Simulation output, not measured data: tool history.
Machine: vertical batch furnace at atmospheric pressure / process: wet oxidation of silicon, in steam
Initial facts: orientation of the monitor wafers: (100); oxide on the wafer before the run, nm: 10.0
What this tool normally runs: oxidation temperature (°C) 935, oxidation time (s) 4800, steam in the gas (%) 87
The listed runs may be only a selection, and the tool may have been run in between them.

run     day  oxidation temperature (°C)  oxidation time (s)  steam in the gas (%)  read-back reference wafer on the same gauge, thickness  oxide thickness on the monitor wafer (nm)
  1   0.000                         935                4800                    84                                                  273.61                                     256.45
  2   1.258                         935                4800                    84                                                  274.00                                     257.12
  3   1.825                         935                4800                    84                                                  273.55                                     255.78
  4   2.354                         935                4800                    87                                                  273.98                                     263.52
  5   3.471                         944                3780                    87                                                  274.32                                     235.92
  6   4.575                         944                3780                    87                                                  274.50                                     241.00
      6.021  -- steam generator serviced
  7   6.042                         935                4800                    87                                                  274.07                                     265.70
  8   6.429                         910                4800                    87                                                  274.08                                     205.82
  9   7.950                         918                6810                    83                                                  273.84                                     283.29
      8.125  -- gauge calibrated
 10   9.271                         935                4800                    76                                                  274.22                                     236.59
 11  10.279                         917                4800                    83                                                  274.34                                     212.25
     11.438  -- thermocouples replaced and temperature profile calibrated
 12  13.371                         935                2820                    87                                                  273.84                                     171.22
 13  13.942                         956                6090                    95                                                  273.99                                     406.48
 14  14.629                         935                4800                    87                                                  273.27                                     264.59

Each row is a separate what-if for the run after 14, all from the same tool condition, not one after another. Results?
  A  14.867                         928                4800                    87                                                       ?                                          ?
  B  14.867                         943                6840                    87                                                       ?                                          ?
  C  14.867                         947                3090                    93                                                       ?                                          ?
  D  14.867                         935                5700                    87                                                       ?                                          ?
  E  14.867                         920                4800                    90                                                       ?                                          ?

run  read-back reference wafer on the same gauge, thickness  oxide thickness on the monitor wafer (nm)
  A                                                  274.14                                     245.37
  B                                                  274.14                                     368.96
  C                                                  274.14                                     219.60
  D                                                  274.14                                     299.64
  E                                                  274.14                                     232.84
With no hidden state in the tool, these same runs would have given:
run  oxide thickness on the monitor wafer (nm)
  A                                     245.37
  B                                     368.96
  C                                     219.60
  D                                     299.64
  E                                     232.84

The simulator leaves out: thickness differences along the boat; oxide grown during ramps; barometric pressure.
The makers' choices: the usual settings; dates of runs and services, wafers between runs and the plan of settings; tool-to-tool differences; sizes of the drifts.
